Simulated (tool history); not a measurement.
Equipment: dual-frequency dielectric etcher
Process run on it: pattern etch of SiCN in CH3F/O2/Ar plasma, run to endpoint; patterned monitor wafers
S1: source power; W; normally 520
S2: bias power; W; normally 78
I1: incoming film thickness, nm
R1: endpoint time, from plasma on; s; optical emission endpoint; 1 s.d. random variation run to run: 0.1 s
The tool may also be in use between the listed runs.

run   hour   S1  S2    I1    R1
  1    0.0  520  78  6.39  15.8
  2    9.1  490  78  6.43  16.0
  3   22.0  520  78  6.39  15.6
  4   38.6  520  78  6.36  15.9
  5   47.9  520  78  6.42  15.7
  6   64.7  520  71  6.44  16.5
  7   79.2  520  86  6.38  15.3
  8   95.0  520  86  6.38  15.4
  9  108.5  520  86  6.40  15.5
 10  124.9  560  78  6.33  15.4
     137.8  -- bias power generator calibrated
 11  142.5  520  94  6.37  15.1
     169.4  -- source power generator calibrated
     171.0  -- upper electrode replaced
     179.3  -- wet clean of the chamber
 12  179.8  470  59  6.37  16.9
 13  180.2  410  61  6.38  17.7
 14  185.3  520  94  6.44  14.4
 15  191.5  520  78  6.34  15.2
 16  200.5  600  84  6.45  14.3
 17  210.2  460  89  6.45  15.8
 18  219.9  520  78  6.41  15.3
 19  233.8  460  59  6.43  17.3
 20  243.7  470  64  6.41  16.9

3 ways to go on from here, each from the tool as it stands after run 20. What would each give?
  A  244.1  520  88  6.34   ?
  B  244.1  520  73  6.34   ?
  C  244.1  520  87  6.34   ?

run    R1
  A  14.6
  B  15.4
  C  14.6
Without the tool's unlogged condition, the same runs would have read:
run    R1
  A  14.5
  B  15.3
  C  14.5
